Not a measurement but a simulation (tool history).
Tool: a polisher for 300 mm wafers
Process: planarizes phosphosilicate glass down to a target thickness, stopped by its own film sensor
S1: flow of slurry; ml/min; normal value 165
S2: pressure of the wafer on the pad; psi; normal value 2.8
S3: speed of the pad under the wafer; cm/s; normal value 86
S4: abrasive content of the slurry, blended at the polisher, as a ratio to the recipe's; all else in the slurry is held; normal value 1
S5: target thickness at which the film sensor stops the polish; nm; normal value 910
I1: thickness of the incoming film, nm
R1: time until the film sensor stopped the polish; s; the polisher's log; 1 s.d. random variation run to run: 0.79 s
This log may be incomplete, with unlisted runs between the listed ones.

{"run": 1, "day": 0.0, "S1": 165, "S2": 2.8, "S3": 86, "S4": 1, "S5": 910, "I1": 1450.3, "R1": 91.4}
{"day": 0.538, "done": "worn pad replaced by a new one"}
{"run": 2, "day": 0.558, "S1": 165, "S2": 2.8, "S3": 86, "S4": 1, "S5": 804, "I1": 1442.2, "R1": 105.5}
{"run": 3, "day": 1.062, "S1": 190, "S2": 3.3, "S3": 112, "S4": 1, "S5": 910, "I1": 1428.8, "R1": 59.7}
{"run": 4, "day": 1.575, "S1": 165, "S2": 2.8, "S3": 86, "S4": 1, "S5": 910, "I1": 1404.5, "R1": 82.2}
{"run": 5, "day": 2.025, "S1": 165, "S2": 2.8, "S3": 86, "S4": 0.75, "S5": 910, "I1": 1451, "R1": 103.7}
{"day": 2.154, "done": "slurry blender recalibrated"}
{"run": 6, "day": 2.517, "S1": 165, "S2": 2.8, "S3": 86, "S4": 1, "S5": 770, "I1": 1453.5, "R1": 112.2}
{"run": 7, "day": 3.175, "S1": 165, "S2": 2.8, "S3": 86, "S4": 1, "S5": 910, "I1": 1436.8, "R1": 85.6}
{"run": 8, "day": 3.454, "S1": 125, "S2": 2.8, "S3": 86, "S4": 1, "S5": 810, "I1": 1433.3, "R1": 107.7}
{"run": 9, "day": 3.808, "S1": 165, "S2": 2.8, "S3": 102, "S4": 1, "S5": 910, "I1": 1442.7, "R1": 76.7}
{"run": 10, "day": 4.4, "S1": 205, "S2": 3.5, "S3": 86, "S4": 0.85, "S5": 910, "I1": 1427.9, "R1": 75.3}
{"run": 11, "day": 4.808, "S1": 190, "S2": 2.8, "S3": 86, "S4": 1, "S5": 910, "I1": 1421.3, "R1": 83.2}
{"run": 12, "day": 5.554, "S1": 165, "S2": 2.8, "S3": 86, "S4": 1, "S5": 782, "I1": 1425.1, "R1": 105.6}
{"run": 13, "day": 6.171, "S1": 165, "S2": 2.8, "S3": 86, "S4": 1, "S5": 1024, "I1": 1424, "R1": 66.5}
{"run": 14, "day": 6.908, "S1": 165, "S2": 2.8, "S3": 62, "S4": 1, "S5": 910, "I1": 1427.9, "R1": 112.4}
{"run": 15, "day": 7.3, "S1": 165, "S2": 2.8, "S3": 86, "S4": 1, "S5": 910, "I1": 1407.7, "R1": 83.4}
{"day": 7.708, "done": "worn pad replaced by a new one"}
{"run": 16, "day": 7.808, "S1": 165, "S2": 2.8, "S3": 86, "S4": 1, "S5": 910, "I1": 1434.3, "R1": 87}
{"run": 17, "day": 8.283, "S1": 165, "S2": 2.8, "S3": 60, "S4": 1, "S5": 910, "I1": 1419.9, "R1": 111.9}
{"run": 18, "day": 9.029, "S1": 165, "S2": 2.8, "S3": 78, "S4": 1, "S5": 1006, "I1": 1411.6, "R1": 73.1}
{"run": 19, "day": 9.458, "S1": 165, "S2": 2.3, "S3": 98, "S4": 1.15, "S5": 910, "I1": 1433.9, "R1": 87.2}
{"run": 20, "day": 9.771, "S1": 165, "S2": 2.8, "S3": 86, "S4": 1, "S5": 910, "I1": 1433.6, "R1": 87.5}
{"run": 21, "day": 11.083, "S1": 165, "S2": 2.8, "S3": 86, "S4": 0.7, "S5": 847, "I1": 1456.7, "R1": 120.7}
{"run": 22, "day": 11.767, "S1": 115, "S2": 3.3, "S3": 86, "S4": 1, "S5": 910, "I1": 1439.2, "R1": 81.1}
{"run": 23, "day": 13.117, "S1": 185, "S2": 2.8, "S3": 86, "S4": 1.1, "S5": 910, "I1": 1420.7, "R1": 80.1}
{"run": 24, "day": 13.525, "S1": 195, "S2": 2.1, "S3": 86, "S4": 1, "S5": 910, "I1": 1454.3, "R1": 114.1}
{"run": 25, "day": 14.138, "S1": 120, "S2": 2.8, "S3": 106, "S4": 0.8, "S5": 1023, "I1": 1456.7, "R1": 71}
{"run": 26, "day": 14.442, "S1": 195, "S2": 2.8, "S3": 70, "S4": 1.1, "S5": 754, "I1": 1425.6, "R1": 124.8}

Each row is a separate what-if for the run after 26, all from the same tool condition, not one after another. Results?
{"run": "A", "day": 14.462, "S1": 165, "S2": 2.8, "S3": 86, "S4": 1.3, "S5": 910, "I1": 1414.7, "R1": "?"}
{"run": "B", "day": 14.462, "S1": 165, "S2": 2.8, "S3": 86, "S4": 1.15, "S5": 910, "I1": 1414.7, "R1": "?"}
{"run": "C", "day": 14.462, "S1": 165, "S2": 2.1, "S3": 86, "S4": 1, "S5": 984, "I1": 1414.7, "R1": "?"}
{"run": "D", "day": 14.462, "S1": 225, "S2": 2.8, "S3": 86, "S4": 1, "S5": 910, "I1": 1414.7, "R1": "?"}

run=A R1=74.9
run=B R1=78.8
run=C R1=91.2
run=D R1=81.4
Take away the tool's hidden state, keep each run's random variation, and the runs would have read:
run=A R1=74.9
run=B R1=78.8
run=C R1=91.2
run=D R1=81.4

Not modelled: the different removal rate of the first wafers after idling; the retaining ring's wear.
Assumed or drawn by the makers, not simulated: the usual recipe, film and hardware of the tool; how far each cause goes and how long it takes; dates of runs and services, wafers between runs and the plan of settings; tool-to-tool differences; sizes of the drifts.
